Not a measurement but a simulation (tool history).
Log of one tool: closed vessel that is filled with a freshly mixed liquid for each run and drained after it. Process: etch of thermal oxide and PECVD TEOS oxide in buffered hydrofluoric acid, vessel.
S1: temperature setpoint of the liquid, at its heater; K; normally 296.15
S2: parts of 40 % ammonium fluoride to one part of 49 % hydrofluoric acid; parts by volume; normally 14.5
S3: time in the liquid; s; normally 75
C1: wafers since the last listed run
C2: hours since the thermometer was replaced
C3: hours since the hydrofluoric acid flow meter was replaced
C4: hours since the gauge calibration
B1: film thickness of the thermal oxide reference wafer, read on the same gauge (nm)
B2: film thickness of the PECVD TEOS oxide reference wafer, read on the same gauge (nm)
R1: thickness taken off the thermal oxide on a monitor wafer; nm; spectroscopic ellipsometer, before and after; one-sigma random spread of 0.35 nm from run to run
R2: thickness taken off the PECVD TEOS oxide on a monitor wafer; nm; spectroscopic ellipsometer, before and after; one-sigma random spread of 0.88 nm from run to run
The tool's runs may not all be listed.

| run | day | S1 | S2 | S3 | C1 | C2 | C3 | C4 | B1 | B2 | R1 | R2 |
|---|---|---|---|---|---|---|---|---|---|---|---|---|
| 1 | 0 | 296.15 | 14.5 | 100 | 0 | 2030.6 | 2330.1 | 190.7 | 80.88 | 121.3 | 77.13 | 177.29 |
| 2 | 2.912 | 296.15 | 14.5 | 100 | 6974 | 2100.5 | 2400 | 260.6 | 81.12 | 121.67 | 77.03 | 176.33 |
| 3 | 4.838 | 296.15 | 14.5 | 100 | 4609 | 2146.7 | 2446.2 | 306.8 | 81.29 | 121.9 | 77.89 | 179.64 |
| 4 | 6.467 | 296.15 | 14.5 | 75 | 3901 | 2185.8 | 2485.3 | 345.9 | 81.37 | 122.1 | 57.82 | 133.66 |
| 5 | 8.717 | 296.15 | 14.5 | 75 | 5387 | 2239.8 | 2539.3 | 399.9 | 81.55 | 122.32 | 57.77 | 134.04 |
|  | 9.862 | hydrofluoric acid flow meter replaced |
| 6 | 11.479 | 296.15 | 14.5 | 75 | 6515 | 2306.1 | 38.8 | 466.2 | 81.78 | 122.67 | 58.29 | 133.72 |
| 7 | 12.721 | 296.15 | 14.5 | 75 | 2973 | 2335.9 | 68.6 | 496 | 81.85 | 122.8 | 58.41 | 133.78 |
| 8 | 14.462 | 296.15 | 14.5 | 75 | 4170 | 2377.7 | 110.4 | 537.8 | 82 | 122.98 | 58.57 | 133.42 |
| 9 | 16.683 | 296.15 | 14.5 | 75 | 5317 | 2431 | 163.7 | 591.1 | 82.16 | 123.28 | 58.63 | 134.69 |
| 10 | 18.567 | 294.15 | 14.5 | 40 | 4509 | 2476.2 | 208.9 | 636.3 | 82.32 | 123.5 | 27.79 | 64.18 |
| 11 | 21.154 | 300.15 | 10.5 | 75 | 6195 | 2538.3 | 271 | 698.4 | 82.48 | 123.74 | 100.29 | 228.13 |
|  | 22.892 | gauge calibrated |
|  | 23.367 | thermometer replaced |
| 12 | 23.746 | 299.65 | 14.5 | 75 | 6106 | 9.1 | 333.2 | 20.5 | 79.61 | 119.39 | 68.6 | 157.8 |

What will run 13 give?
| 13 | 26.021 | 299.15 | 14.5 | 105 | 5447 | 63.7 | 387.8 | 75.1 | ? | ? | ? | ? |

B1: 79.79
B2: 119.66
R1: 93.56 nm
R2: 215.19 nm
With the hidden condition absent and the run-to-run variation left alone, this run would have shown R1 93.83 nm, R2 215.82 nm.
